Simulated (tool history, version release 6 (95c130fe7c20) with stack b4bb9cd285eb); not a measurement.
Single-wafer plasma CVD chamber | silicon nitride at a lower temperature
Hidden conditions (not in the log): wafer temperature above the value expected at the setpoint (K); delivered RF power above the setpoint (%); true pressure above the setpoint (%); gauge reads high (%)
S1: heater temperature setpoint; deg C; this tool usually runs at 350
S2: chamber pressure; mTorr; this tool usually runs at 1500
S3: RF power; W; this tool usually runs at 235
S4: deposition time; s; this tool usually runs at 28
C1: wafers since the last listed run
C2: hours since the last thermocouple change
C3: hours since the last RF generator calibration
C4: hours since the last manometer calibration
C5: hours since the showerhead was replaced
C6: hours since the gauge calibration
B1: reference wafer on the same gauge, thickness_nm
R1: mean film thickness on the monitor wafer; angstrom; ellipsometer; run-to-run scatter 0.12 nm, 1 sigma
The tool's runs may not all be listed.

| run | hour | S1 | S2 | S3 | S4 | C1 | C2 | C3 | C4 | C5 | C6 | B1 | R1 |
|---|---|---|---|---|---|---|---|---|---|---|---|---|---|
| 1 | 0 | 357 | 1390 | 235 | 28 | 0 | 658 | 25.3 | 1273.8 | 7158.6 | 445.4 | 29.375 | 250.77 |
| 2 | 70.5 | 357 | 1390 | 235 | 28 | 1216 | 728.5 | 95.8 | 1344.3 | 7229.1 | 515.9 | 29.403 | 250.01 |
| 3 | 144.3 | 357 | 1390 | 235 | 28 | 1273 | 802.3 | 169.6 | 1418.1 | 7302.9 | 589.7 | 29.4 | 252.37 |
| 4 | 203.4 | 356 | 1500 | 210 | 28 | 1019 | 861.4 | 228.7 | 1477.2 | 7362 | 648.8 | 29.362 | 236.57 |
| 5 | 288.5 | 356 | 1500 | 210 | 28 | 1468 | 946.5 | 313.8 | 1562.3 | 7447.1 | 733.9 | 29.444 | 235.94 |
|  | 304.7 | thermocouple changed; heater temperature recalibrated |
| 6 | 370.9 | 350 | 1500 | 235 | 28 | 1283 | 66.2 | 396.2 | 1644.7 | 7529.5 | 816.3 | 29.433 | 260.41 |
| 7 | 408.9 | 350 | 1500 | 235 | 28 | 655 | 104.2 | 434.2 | 1682.7 | 7567.5 | 854.3 | 29.426 | 260.38 |
| 8 | 583.2 | 350 | 1500 | 235 | 28 | 3007 | 278.5 | 608.5 | 1857 | 7741.8 | 1028.6 | 29.416 | 260.71 |
| 9 | 688.8 | 350 | 1500 | 235 | 28 | 1822 | 384.1 | 714.1 | 1962.6 | 7847.4 | 1134.2 | 29.311 | 260.13 |
| 10 | 753.7 | 350 | 1500 | 235 | 28 | 1119 | 449 | 779 | 2027.5 | 7912.3 | 1199.1 | 29.43 | 258.68 |
| 11 | 792.4 | 350 | 1500 | 235 | 28 | 667 | 487.7 | 817.7 | 2066.2 | 7951 | 1237.8 | 29.388 | 258.85 |
| 12 | 886 | 350 | 1500 | 235 | 28 | 1615 | 581.3 | 911.3 | 2159.8 | 8044.6 | 1331.4 | 29.446 | 259.76 |
| 13 | 981 | 350 | 1500 | 235 | 28 | 1639 | 676.3 | 1006.3 | 2254.8 | 8139.6 | 1426.4 | 29.369 | 256.53 |
|  | 1013.2 | gauge calibrated |
| 14 | 1047.5 | 360 | 1500 | 200 | 33.2 | 1147 | 742.8 | 1072.8 | 2321.3 | 8206.1 | 34.3 | 29.36 | 261.72 |
| 15 | 1153.2 | 350 | 1500 | 235 | 28 | 1824 | 848.5 | 1178.5 | 2427 | 8311.8 | 140 | 29.415 | 257.45 |
| 16 | 1253.7 | 350 | 1670 | 195 | 31.8 | 1734 | 949 | 1279 | 2527.5 | 8412.3 | 240.5 | 29.45 | 254.72 |
|  | 1300.1 | thermocouple changed; heater temperature recalibrated |
| 17 | 1300.6 | 350 | 1500 | 235 | 28 | 671 | 0.5 | 1325.9 | 2574.4 | 8459.2 | 287.4 | 29.39 | 252.2 |
|  | 1314.4 | RF generator calibrated |
| 18 | 1375.9 | 350 | 1500 | 235 | 28 | 1161 | 75.8 | 61.5 | 2649.7 | 8534.5 | 362.7 | 29.434 | 260.61 |
|  | 1398.9 | showerhead replaced |
| 19 | 1429.9 | 341 | 1500 | 235 | 28 | 793 | 129.8 | 115.5 | 2703.7 | 31 | 416.7 | 29.42 | 263.76 |
|  | 1479.5 | capacitance manometer re-zeroed and calibrated |
| 20 | 1486.2 | 350 | 1500 | 235 | 28 | 833 | 186.1 | 171.8 | 6.7 | 87.3 | 473 | 29.406 | 260.21 |
| 21 | 1549.2 | 350 | 1670 | 235 | 28 | 1087 | 249.1 | 234.8 | 69.7 | 150.3 | 536 | 29.325 | 275.19 |
| 22 | 1616 | 361 | 1500 | 190 | 23.1 | 1152 | 315.9 | 301.6 | 136.5 | 217.1 | 602.8 | 29.441 | 177.59 |
| 23 | 1672 | 336 | 1500 | 235 | 28 | 966 | 371.9 | 357.6 | 192.5 | 273.1 | 658.8 | 29.361 | 262.76 |
| 24 | 1770 | 344 | 1500 | 260 | 28 | 1691 | 469.9 | 455.6 | 290.5 | 371.1 | 756.8 | 29.393 | 282.67 |
| 25 | 1860.7 | 350 | 1640 | 235 | 30.7 | 1565 | 560.6 | 546.3 | 381.2 | 461.8 | 847.5 | 29.311 | 296.28 |
| 26 | 1900.2 | 358 | 1800 | 265 | 23.2 | 681 | 600.1 | 585.8 | 420.7 | 501.3 | 887 | 29.415 | 254.56 |

Run 27 has not been measured yet. What should we expect?
| 27 | 1942.4 | 350 | 1500 | 235 | 28 | 728 | 642.3 | 628 | 462.9 | 543.5 | 929.2 | ? | ? |

{"run 27": {"B1": 29.398, "R1": 258.81}}
With the hidden condition absent and the run-to-run variation left alone, this run would have shown R1 261.99 angstrom.
